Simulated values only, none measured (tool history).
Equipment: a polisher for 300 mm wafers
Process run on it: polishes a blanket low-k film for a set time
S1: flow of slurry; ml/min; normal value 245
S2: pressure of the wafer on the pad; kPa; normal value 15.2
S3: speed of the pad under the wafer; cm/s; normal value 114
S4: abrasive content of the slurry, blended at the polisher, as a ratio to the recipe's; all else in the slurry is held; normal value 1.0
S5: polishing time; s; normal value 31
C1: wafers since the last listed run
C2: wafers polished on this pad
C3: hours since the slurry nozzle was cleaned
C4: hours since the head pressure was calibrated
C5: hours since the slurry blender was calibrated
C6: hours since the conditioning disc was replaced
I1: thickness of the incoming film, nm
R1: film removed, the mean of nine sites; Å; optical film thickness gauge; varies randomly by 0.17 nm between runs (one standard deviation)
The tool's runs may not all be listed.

| run | day | S1 | S2 | S3 | S4 | S5 | C1 | C2 | C3 | C4 | C5 | C6 | I1 | R1 |
|---|---|---|---|---|---|---|---|---|---|---|---|---|---|---|
| 1 | 0.000 | 245 | 17.2 | 114 | 1.0 | 29 | 0 | 2196 | 220.6 | 287.1 | 221.2 | 190.9 | 643.7 | 142 |
|  | 1.800 | head pressure recalibrated |
|  | 4.771 | conditioning disc replaced and pad reconditioned |
|  | 6.812 | worn pad replaced by a new one |
|  | 8.850 | slurry blender recalibrated |
| 2 | 12.371 | 245 | 15.2 | 114 | 0.9 | 31 | 4286 | 1962 | 517.5 | 253.7 | 84.5 | 182.4 | 651.7 | 124 |
|  | 16.058 | head pressure recalibrated |
|  | 18.375 | conditioning disc replaced and pad reconditioned |
| 3 | 19.683 | 245 | 17.9 | 114 | 1.0 | 31 | 2562 | 4525 | 693.0 | 87.0 | 260.0 | 31.4 | 654.3 | 152 |
|  | 20.012 | worn pad replaced by a new one |
| 4 | 22.679 | 245 | 17.9 | 114 | 1.0 | 31 | 1014 | 956 | 764.9 | 158.9 | 331.9 | 103.3 | 652.8 | 156 |
| 5 | 25.825 | 245 | 17.9 | 114 | 1.0 | 31 | 1128 | 2084 | 840.4 | 234.4 | 407.4 | 178.8 | 654.9 | 151 |
|  | 27.446 | slurry nozzle cleaned |
| 6 | 29.296 | 245 | 15.2 | 114 | 1.0 | 31 | 1229 | 3314 | 44.4 | 317.7 | 490.7 | 262.1 | 651.7 | 137 |
|  | 29.792 | slurry blender recalibrated |
|  | 30.825 | conditioning disc replaced and pad reconditioned |
|  | 31.875 | head pressure recalibrated |
| 7 | 32.121 | 245 | 15.2 | 114 | 1.0 | 31 | 923 | 4237 | 112.2 | 5.9 | 55.9 | 31.1 | 660.3 | 136 |
|  | 34.333 | worn pad replaced by a new one |
| 8 | 34.496 | 325 | 11.0 | 88 | 1.0 | 31 | 791 | 58 | 169.2 | 62.9 | 112.9 | 88.1 | 659.3 | 88 |
|  | 44.167 | conditioning disc replaced and pad reconditioned |
|  | 46.467 | head pressure recalibrated |
| 9 | 46.675 | 245 | 17.2 | 114 | 1.0 | 29 | 4307 | 4366 | 461.5 | 5.0 | 405.2 | 60.2 | 646.9 | 136 |
|  | 47.625 | worn pad replaced by a new one |
|  | 50.712 | slurry blender recalibrated |
| 10 | 50.733 | 245 | 17.2 | 114 | 1.0 | 31 | 1365 | 1084 | 558.9 | 102.4 | 0.5 | 157.6 | 660.4 | 145 |
| 11 | 53.954 | 280 | 9.7 | 114 | 1.0 | 26 | 1155 | 2239 | 636.2 | 179.7 | 77.8 | 234.9 | 662.5 | 83 |
| 12 | 56.362 | 245 | 15.2 | 94 | 1.0 | 35 | 863 | 3102 | 694.0 | 237.5 | 135.6 | 292.7 | 648.3 | 133 |
|  | 58.062 | conditioning disc replaced and pad reconditioned |
|  | 59.108 | head pressure recalibrated |
|  | 59.383 | worn pad replaced by a new one |
| 13 | 59.875 | 245 | 15.2 | 114 | 1.0 | 31 | 1140 | 176 | 778.3 | 18.4 | 219.9 | 43.5 | 649.2 | 134 |
| 14 | 63.571 | 205 | 19.3 | 114 | 1.0 | 27 | 1325 | 1502 | 867.0 | 107.1 | 308.6 | 132.2 | 646.7 | 138 |
| 15 | 65.150 | 215 | 15.2 | 114 | 1.2 | 31 | 566 | 2068 | 904.9 | 145.0 | 346.5 | 170.1 | 659.5 | 148 |

Forecast each of these 4 alternatives for the next run:
| A | 65.167 | 245 | 15.2 | 138 | 1.0 | 31 | 5 | 2074 | 905.3 | 145.4 | 346.9 | 170.5 | 662.3 | ? |
| B | 65.167 | 245 | 15.2 | 114 | 1.0 | 36 | 5 | 2074 | 905.3 | 145.4 | 346.9 | 170.5 | 662.3 | ? |
| C | 65.167 | 245 | 15.2 | 114 | 1.2 | 31 | 5 | 2074 | 905.3 | 145.4 | 346.9 | 170.5 | 662.3 | ? |
| D | 65.167 | 245 | 11.7 | 114 | 1.0 | 38 | 5 | 2074 | 905.3 | 145.4 | 346.9 | 170.5 | 662.3 | ? |

| run | R1 |
|---|---|
| A | 157 |
| B | 156 |
| C | 149 |
| D | 137 |
With no hidden state in the tool, these same runs would have given:
| run | R1 |
|---|---|
| A | 157 |
| B | 156 |
| C | 149 |
| D | 137 |

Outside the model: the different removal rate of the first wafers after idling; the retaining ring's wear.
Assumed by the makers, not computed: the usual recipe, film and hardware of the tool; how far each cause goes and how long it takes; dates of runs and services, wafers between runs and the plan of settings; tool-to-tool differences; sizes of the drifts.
